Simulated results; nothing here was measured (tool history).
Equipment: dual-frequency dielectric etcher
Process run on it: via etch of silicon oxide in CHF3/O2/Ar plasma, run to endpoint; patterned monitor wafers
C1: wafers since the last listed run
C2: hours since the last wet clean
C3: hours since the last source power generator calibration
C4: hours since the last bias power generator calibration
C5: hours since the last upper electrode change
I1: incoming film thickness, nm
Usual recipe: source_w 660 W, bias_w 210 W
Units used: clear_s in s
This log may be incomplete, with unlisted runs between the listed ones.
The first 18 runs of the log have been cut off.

run 19 hour=228.2 | source_w=660 bias_w=210 | C1=67 C2=106.1 C3=170.1 C4=3847.1 C5=142.8 | I1=554.2 | clear_s=254.3
run 20 hour=240.3 | source_w=660 bias_w=210 | C1=49 C2=118.2 C3=182.2 C4=3859.2 C5=154.9 | I1=549.9 | clear_s=251
run 21 hour=247.4 | source_w=660 bias_w=210 | C1=29 C2=125.3 C3=189.3 C4=3866.3 C5=162 | I1=555.3 | clear_s=255.5
-- hour=254.5 bias power generator calibrated
run 22 hour=261.5 | source_w=600 bias_w=251 | C1=41 C2=139.4 C3=203.4 C4=7 C5=176.1 | I1=554.2 | clear_s=248.7
run 23 hour=269.1 | source_w=740 bias_w=173 | C1=31 C2=147 C3=211 C4=14.6 C5=183.7 | I1=548.7 | clear_s=256.6
run 24 hour=286.1 | source_w=610 bias_w=192 | C1=69 C2=164 C3=228 C4=31.6 C5=200.7 | I1=545.5 | clear_s=264.3
run 25 hour=301.1 | source_w=810 bias_w=228 | C1=61 C2=179 C3=243 C4=46.6 C5=215.7 | I1=555.5 | clear_s=232
run 26 hour=312.5 | source_w=570 bias_w=256 | C1=46 C2=190.4 C3=254.4 C4=58 C5=227.1 | I1=549.9 | clear_s=250.1
run 27 hour=328.5 | source_w=660 bias_w=210 | C1=65 C2=206.4 C3=270.4 C4=74 C5=243.1 | I1=553.2 | clear_s=254.4
run 28 hour=334.8 | source_w=560 bias_w=251 | C1=25 C2=212.7 C3=276.7 C4=80.3 C5=249.4 | I1=557.1 | clear_s=256.6
run 29 hour=344.9 | source_w=770 bias_w=210 | C1=41 C2=222.8 C3=286.8 C4=90.4 C5=259.5 | I1=549.2 | clear_s=240.8
run 30 hour=353 | source_w=660 bias_w=210 | C1=33 C2=230.9 C3=294.9 C4=98.5 C5=267.6 | I1=552.5 | clear_s=253.6
run 31 hour=367.7 | source_w=520 bias_w=210 | C1=60 C2=245.6 C3=309.6 C4=113.2 C5=282.3 | I1=546.8 | clear_s=271
run 32 hour=380.4 | source_w=600 bias_w=184 | C1=51 C2=258.3 C3=322.3 C4=125.9 C5=295 | I1=556.9 | clear_s=273.2
run 33 hour=387.8 | source_w=660 bias_w=210 | C1=30 C2=265.7 C3=329.7 C4=133.3 C5=302.4 | I1=551.1 | clear_s=253.6

Run 34 has not been measured yet. What should we expect?
run 34 hour=400.1 | source_w=530 bias_w=242 | C1=50 C2=278 C3=342 C4=145.6 C5=314.7 | I1=551 | clear_s=?

Run 34 gave clear_s 262.7 s.
If the tool had no hidden condition, the same run with the same run-to-run variation would have returned clear_s 260.1 s.

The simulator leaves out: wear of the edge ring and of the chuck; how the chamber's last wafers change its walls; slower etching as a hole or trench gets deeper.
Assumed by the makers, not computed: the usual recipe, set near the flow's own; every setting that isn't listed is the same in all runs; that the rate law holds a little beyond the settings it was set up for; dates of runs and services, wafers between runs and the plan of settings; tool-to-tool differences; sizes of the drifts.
